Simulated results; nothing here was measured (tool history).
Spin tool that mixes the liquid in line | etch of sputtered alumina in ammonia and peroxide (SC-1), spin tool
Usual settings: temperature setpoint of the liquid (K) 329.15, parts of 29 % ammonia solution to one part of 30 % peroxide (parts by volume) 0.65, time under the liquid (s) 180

run   hour  temperature setpoint of the liquid (K)  parts of 29 % ammonia solution to one part of 30 % peroxide (parts by volume)  time under the liquid (s)  wafers since the last listed run  hours since the thermometer was replaced  hours since the ammonia flow meter was replaced  hours since the heated supply line was repaired  hours since the drum of ammonia solution was connected  hours since the gauge calibration  read-back film thickness of the sputtered alumina reference wafer, read on the same gauge (nm)  thickness taken off the sputtered alumina on a monitor wafer (angstrom)
  1      0                                  329.15                                                                           0.65                        240                                 0                                    2244.6                                             1489                                           3219.5                                                   659.6                               54.9                                                                                           70.05                                                                    131.2
  2   14.8                                  329.15                                                                           0.65                        250                               114                                    2259.4                                           1503.8                                           3234.3                                                   674.4                               69.7                                                                                           70.04                                                                    137.2
  3   24.4                                  329.15                                                                            0.5                        180                                74                                      2269                                           1513.4                                           3243.9                                                     684                               79.3                                                                                           70.04                                                                     95.6
  4   41.8                                  329.15                                                                           0.55                        125                               134                                    2286.4                                           1530.8                                           3261.3                                                   701.4                               96.7                                                                                              70                                                                       67
  5   48.1                                  329.15                                                                           0.55                        125                                48                                    2292.7                                           1537.1                                           3267.6                                                   707.7                                103                                                                                           69.98                                                                     67.6
  6   97.4                                  329.15                                                                           0.55                        125                               380                                      2342                                           1586.4                                           3316.9                                                     757                              152.3                                                                                           70.02                                                                     67.3
  7  110.6                                  329.15                                                                           0.65                        180                               101                                    2355.2                                           1599.6                                           3330.1                                                   770.2                              165.5                                                                                           69.97                                                                     98.3
  8  125.5                                  329.15                                                                           0.65                        180                               114                                    2370.1                                           1614.5                                             3345                                                   785.1                              180.4                                                                                           69.96                                                                     98.1
  9  145.9                                  325.15                                                                           0.65                        180                               157                                    2390.5                                           1634.9                                           3365.4                                                   805.5                              200.8                                                                                           69.99                                                                     78.4
       149  -- thermometer replaced
     160.2  -- ammonia flow meter replaced
 10  163.1                                  329.15                                                                           0.65                        180                               117                                      14.1                                              2.9                                           3382.6                                                   822.7                                218                                                                                           70.02                                                                    110.9
 11  170.6                                  329.15                                                                           0.65                        180                                57                                      21.6                                             10.4                                           3390.1                                                   830.2                              225.5                                                                                           69.94                                                                    111.1
 12  208.8                                  325.15                                                                           0.65                        230                               294                                      59.8                                             48.6                                           3428.3                                                   868.4                              263.7                                                                                           70.06                                                                    114.8
 13  225.9                                  329.15                                                                           0.55                        125                               131                                      76.9                                             65.7                                           3445.4                                                   885.5                              280.8                                                                                              70                                                                     75.8
     227.9  -- gauge calibrated
 14  232.8                                  332.15                                                                           0.85                        180                                53                                      83.8                                             72.6                                           3452.3                                                   892.4                                4.9                                                                                           69.99                                                                    132.5
     241.8  -- heated supply line repaired
     249.4  -- new drum of ammonia solution connected
 15  249.9                                  323.15                                                                           0.75                         80                               116                                     100.9                                             89.7                                              8.1                                                     0.5                                 22                                                                                           70.02                                                                     36.1
 16  256.7                                  329.15                                                                            0.5                        180                                52                                     107.7                                             96.5                                             14.9                                                     7.3                               28.8                                                                                           69.98                                                                    107.8
 17  304.8                                  329.15                                                                           0.65                        110                               371                                     155.8                                            144.6                                               63                                                    55.4                               76.9                                                                                           70.02                                                                     67.3
 18    312                                  329.15                                                                           0.65                        180                                55                                       163                                            151.8                                             70.2                                                    62.6                               84.1                                                                                           69.98                                                                    110.3
 19  324.8                                  326.15                                                                           0.55                         80                                98                                     175.8                                            164.6                                               83                                                    75.4                               96.9                                                                                           69.96                                                                     41.2
 20  336.9                                  319.65                                                                           0.65                        285                                93                                     187.9                                            176.7                                             95.1                                                    87.5                                109                                                                                           70.02                                                                    104.1
 21  353.2                                  334.15                                                                           0.85                        105                               125                                     204.2                                              193                                            111.4                                                   103.8                              125.3                                                                                           70.03                                                                     85.3
 22  369.9                                  329.15                                                                           0.65                        115                               128                                     220.9                                            209.7                                            128.1                                                   120.5                                142                                                                                           70.01                                                                     70.4
 23  386.2                                  335.65                                                                            0.4                        180                               125                                     237.2                                              226                                            144.4                                                   136.8                              158.3                                                                                           70.01                                                                    147.2
 24  392.8                                  329.15                                                                           0.95                        250                                50                                     243.8                                            232.6                                              151                                                   143.4                              164.9                                                                                           69.98                                                                    157.5
 25  407.9                                  329.15                                                                           0.65                        100                               116                                     258.9                                            247.7                                            166.1                                                   158.5                                180                                                                                           70.03                                                                       61

4 ways to go on from here, each from the tool as it stands after run 25. What would each give?
  A  408.4                                  329.15                                                                           0.65                        210                                 3                                     259.4                                            248.2                                            166.6                                                     159                              180.5                                                                                               ?                                                                        ?
  B  408.4                                  329.15                                                                           0.65                         90                                 3                                     259.4                                            248.2                                            166.6                                                     159                              180.5                                                                                               ?                                                                        ?
  C  408.4                                  319.15                                                                            0.4                        100                                 3                                     259.4                                            248.2                                            166.6                                                     159                              180.5                                                                                               ?                                                                        ?
  D  408.4                                  329.15                                                                           0.65                        245                                 3                                     259.4                                            248.2                                            166.6                                                     159                              180.5                                                                                               ?                                                                        ?

run  read-back film thickness of the sputtered alumina reference wafer, read on the same gauge (nm)  thickness taken off the sputtered alumina on a monitor wafer (angstrom)
  A                                                                                           70.02                                                                    127.7
  B                                                                                           70.02                                                                     54.7
  C                                                                                           70.02                                                                     33.6
  D                                                                                           70.02                                                                      149
Without the tool's hidden state the same runs would have given:
run  thickness taken off the sputtered alumina on a monitor wafer (angstrom)
  A                                                                    130.5
  B                                                                     55.9
  C                                                                     34.4
  D                                                                    152.3
